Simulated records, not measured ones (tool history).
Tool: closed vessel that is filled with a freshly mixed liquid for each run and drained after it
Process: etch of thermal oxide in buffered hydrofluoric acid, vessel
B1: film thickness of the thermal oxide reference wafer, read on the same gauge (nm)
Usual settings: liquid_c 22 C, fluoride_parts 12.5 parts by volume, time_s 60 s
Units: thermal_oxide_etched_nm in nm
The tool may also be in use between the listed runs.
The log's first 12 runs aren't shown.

{"run": 13, "day": 24.871, "liquid_c": 22, "fluoride_parts": 12.5, "time_s": 40, "B1": 83.6, "thermal_oxide_etched_nm": 32.1}
{"run": 14, "day": 27.142, "liquid_c": 22, "fluoride_parts": 12.5, "time_s": 60, "B1": 83.55, "thermal_oxide_etched_nm": 47.04}
{"day": 32.192, "done": "hydrofluoric acid flow meter replaced"}
{"run": 15, "day": 32.638, "liquid_c": 22, "fluoride_parts": 12.5, "time_s": 60, "B1": 83.39, "thermal_oxide_etched_nm": 47.72}
{"run": 16, "day": 35.129, "liquid_c": 22, "fluoride_parts": 12.5, "time_s": 60, "B1": 83.31, "thermal_oxide_etched_nm": 47.42}
{"run": 17, "day": 37.454, "liquid_c": 18.5, "fluoride_parts": 16, "time_s": 35, "B1": 83.25, "thermal_oxide_etched_nm": 17.79}
{"run": 18, "day": 39.542, "liquid_c": 22, "fluoride_parts": 12.5, "time_s": 75, "B1": 83.18, "thermal_oxide_etched_nm": 60}
{"run": 19, "day": 41.892, "liquid_c": 23.5, "fluoride_parts": 17.5, "time_s": 85, "B1": 83.15, "thermal_oxide_etched_nm": 52.41}
{"run": 20, "day": 47.004, "liquid_c": 22, "fluoride_parts": 12.5, "time_s": 60, "B1": 83.11, "thermal_oxide_etched_nm": 47.93}
{"run": 21, "day": 49.712, "liquid_c": 26.5, "fluoride_parts": 9.5, "time_s": 80, "B1": 83.04, "thermal_oxide_etched_nm": 105.73}
{"day": 50.442, "done": "gauge calibrated"}
{"run": 22, "day": 52.204, "liquid_c": 22, "fluoride_parts": 12.5, "time_s": 60, "B1": 87.9, "thermal_oxide_etched_nm": 50.11}
{"run": 23, "day": 54.146, "liquid_c": 24, "fluoride_parts": 17, "time_s": 60, "B1": 87.46, "thermal_oxide_etched_nm": 41.51}
{"run": 24, "day": 56.446, "liquid_c": 19, "fluoride_parts": 8, "time_s": 70, "B1": 86.91, "thermal_oxide_etched_nm": 74.28}
{"run": 25, "day": 58.329, "liquid_c": 22, "fluoride_parts": 12.5, "time_s": 40, "B1": 86.53, "thermal_oxide_etched_nm": 33.41}
{"run": 26, "day": 59.683, "liquid_c": 22, "fluoride_parts": 9.5, "time_s": 50, "B1": 86.22, "thermal_oxide_etched_nm": 52.27}
{"day": 60.012, "done": "hydrofluoric acid flow meter replaced"}
{"run": 27, "day": 62.346, "liquid_c": 22, "fluoride_parts": 12.5, "time_s": 60, "B1": 85.76, "thermal_oxide_etched_nm": 49.13}
{"run": 28, "day": 63.683, "liquid_c": 20, "fluoride_parts": 12.5, "time_s": 35, "B1": 85.55, "thermal_oxide_etched_nm": 25.36}
{"run": 29, "day": 64.979, "liquid_c": 25.5, "fluoride_parts": 12.5, "time_s": 50, "B1": 85.36, "thermal_oxide_etched_nm": 49.55}

Forecast run 30:
{"run": 30, "day": 67.912, "liquid_c": 22, "fluoride_parts": 17, "time_s": 60, "B1": "?", "thermal_oxide_etched_nm": "?"}

B1: 84.92
thermal_oxide_etched_nm: 36.22 nm
Without the tool's hidden state the same run would have given thermal_oxide_etched_nm 38.38 nm.

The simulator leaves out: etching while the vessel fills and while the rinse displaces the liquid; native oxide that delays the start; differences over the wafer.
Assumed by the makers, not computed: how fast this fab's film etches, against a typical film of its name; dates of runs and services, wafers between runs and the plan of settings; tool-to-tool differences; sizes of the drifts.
